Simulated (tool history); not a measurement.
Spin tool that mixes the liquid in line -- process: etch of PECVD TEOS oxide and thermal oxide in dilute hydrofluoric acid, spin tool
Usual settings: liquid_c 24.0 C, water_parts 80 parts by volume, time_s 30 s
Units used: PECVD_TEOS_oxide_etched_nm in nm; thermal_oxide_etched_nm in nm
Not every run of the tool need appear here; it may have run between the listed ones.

run,hour,liquid_c,water_parts,time_s,"read-back film thickness of the PECVD TEOS oxide reference wafer, read on the same gauge (nm)","read-back film thickness of the thermal oxide reference wafer, read on the same gauge (nm)",PECVD_TEOS_oxide_etched_nm,thermal_oxide_etched_nm
1,0.0,27.5,80,30,49.98,59.978,10.66,2.032
2,170.3,27.5,80,30,49.92,59.954,10.71,2.029
3,229.7,24.0,80,35,49.88,59.866,10.87,2.096
4,284.9,24.0,80,35,49.87,59.809,10.85,2.029
5,319.8,21.0,105,30,49.76,59.761,6.12,1.116
6,373.6,21.0,105,30,49.76,59.666,6.04,1.189
7,411.4,21.0,105,30,49.72,59.643,6.07,1.174
8,452.4,24.0,50,30,49.63,59.600,15.22,2.935
9,509.3,24.0,50,30,49.58,59.497,15.60,2.807
10,533.4,24.0,50,30,49.55,59.458,15.26,2.963
11,599.3,24.0,80,30,49.44,59.311,9.11,1.737
12,636.1,24.0,80,30,49.36,59.220,9.12,1.742
13,690.9,24.0,80,35,49.25,59.106,10.63,2.015
14,740.4,29.0,90,15,49.14,58.985,4.91,0.917
15,810.5,24.0,80,30,49.04,58.822,9.20,1.814
16,852.6,20.0,80,20,48.86,58.679,5.17,0.975
# hour 896.9: gauge calibrated
17,903.3,20.5,80,20,49.91,59.847,5.36,1.006
# hour 955.3: thermometer replaced
18,1088.5,24.0,70,50,49.88,59.823,17.77,3.430
19,1115.1,19.5,100,15,49.80,59.778,3.02,0.586
20,1162.4,20.0,80,20,49.76,59.738,5.24,1.003
# hour 1175.9: hydrofluoric acid flow meter replaced
21,1218.4,28.5,60,20,49.71,59.669,10.11,1.927
22,1261.3,24.0,80,30,49.70,59.642,9.26,1.721
23,1318.5,26.0,60,15,49.66,59.571,6.92,1.324
24,1486.8,26.5,95,15,49.40,59.261,4.19,0.806
25,1529.2,24.0,50,30,49.32,59.185,15.28,2.910

Consider 5 possible next runs. They are alternatives, not a sequence: every one starts from the tool as it was left by run 25. What does each give?
A,1529.6,24.0,80,30,?,?,?,?
B,1529.6,27.0,80,20,?,?,?,?
C,1529.6,22.5,50,15,?,?,?,?
D,1529.6,25.5,90,20,?,?,?,?
E,1529.6,24.0,100,50,?,?,?,?

run,"read-back film thickness of the PECVD TEOS oxide reference wafer, read on the same gauge (nm)","read-back film thickness of the thermal oxide reference wafer, read on the same gauge (nm)",PECVD_TEOS_oxide_etched_nm,thermal_oxide_etched_nm
A,49.28,59.195,9.19,1.724
B,49.28,59.195,6.90,1.295
C,49.28,59.195,7.18,1.347
D,49.28,59.195,5.71,1.071
E,49.28,59.195,11.95,2.242
Without the tool's hidden state the same runs would have given:
run,PECVD_TEOS_oxide_etched_nm,thermal_oxide_etched_nm
A,9.32,1.747
B,7.00,1.312
C,7.28,1.366
D,5.79,1.085
E,12.12,2.272
